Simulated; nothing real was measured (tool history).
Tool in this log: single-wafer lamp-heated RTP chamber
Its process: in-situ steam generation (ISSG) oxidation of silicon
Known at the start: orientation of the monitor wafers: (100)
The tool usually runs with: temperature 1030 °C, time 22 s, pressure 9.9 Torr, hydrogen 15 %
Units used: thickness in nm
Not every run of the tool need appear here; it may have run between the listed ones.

run,hour,temperature,time,pressure,hydrogen,"read-back reference wafer on the same gauge, thickness",thickness
1,0.0,1043,22,9.9,15,6.867,6.458
2,29.3,1043,22,9.9,15,6.867,6.440
3,61.6,1030,22,9.9,15,6.871,6.039
4,132.2,1030,22,9.9,15,6.870,6.037
5,185.6,1030,22,9.9,15,6.870,6.028
# hour 259.0: pyrometer window cleaned and pyrometer calibrated
6,321.5,1030,22,9.9,15,6.867,6.021
7,386.5,1030,22,9.9,15,6.870,6.005
8,455.7,1030,22,9.9,15,6.868,6.013
9,503.4,1030,22,9.9,15,6.870,6.005
# hour 555.1: pyrometer window cleaned and pyrometer calibrated
10,567.8,1030,22,9.9,15,6.872,6.007
11,635.3,1030,22,9.9,15,6.873,5.997
12,675.2,1030,22,9.9,15,6.875,6.004
13,717.4,1030,22,9.9,15,6.871,6.003
# hour 751.4: gauge calibrated
14,752.3,1046,22,9.9,15,6.872,6.527
15,821.3,1030,22,9.9,17,6.867,6.147
# hour 855.8: pyrometer window cleaned and pyrometer calibrated
16,856.3,1030,22,9.9,15,6.871,5.990
17,874.4,1030,17,9.9,15,6.868,5.263
18,910.4,1030,22,9.9,15,6.870,5.987
19,948.6,1030,22,9.9,15,6.873,5.984
20,991.1,1030,22,9.9,15,6.867,5.984
21,1051.7,1030,22,9.9,15,6.869,5.996
# hour 1105.8: pressure gauge zeroed
22,1120.9,1037,22,9.9,11,6.870,5.866
23,1158.2,1011,22,10.2,11,6.874,5.161
# hour 1213.0: pyrometer window cleaned and pyrometer calibrated
24,1214.2,1030,22,10.2,15,6.875,5.986
25,1267.9,1048,28,10.2,15,6.869,7.487
# hour 1313.4: hydrogen flow controller replaced
26,1334.7,1030,27,10.2,11,6.869,6.345
27,1385.0,1030,13,8.5,24,6.867,5.319
28,1441.0,1042,25,9.9,15,6.871,6.934
29,1497.0,1030,22,9.9,15,6.870,6.074
# hour 1599.1: pyrometer window cleaned and pyrometer calibrated
30,1620.5,1030,22,9.9,19,6.871,6.385
31,1680.0,1030,15,10.2,15,6.867,4.969

4 options for the next run, each taken on its own from the tool as it stands now. Forecast them:
A,1680.4,1040,22,9.9,15,?,?
B,1680.4,1022,22,9.9,11,?,?
C,1680.4,1047,26,9.1,15,?,?
D,1680.4,1015,22,9.9,11,?,?

run,"read-back reference wafer on the same gauge, thickness",thickness
A,6.869,6.382
B,6.869,5.479
C,6.869,7.335
D,6.869,5.303
With the hidden condition removed and each run's random variation left untouched, the same runs would have given:
run,thickness
A,6.399
B,5.491
C,7.344
D,5.315
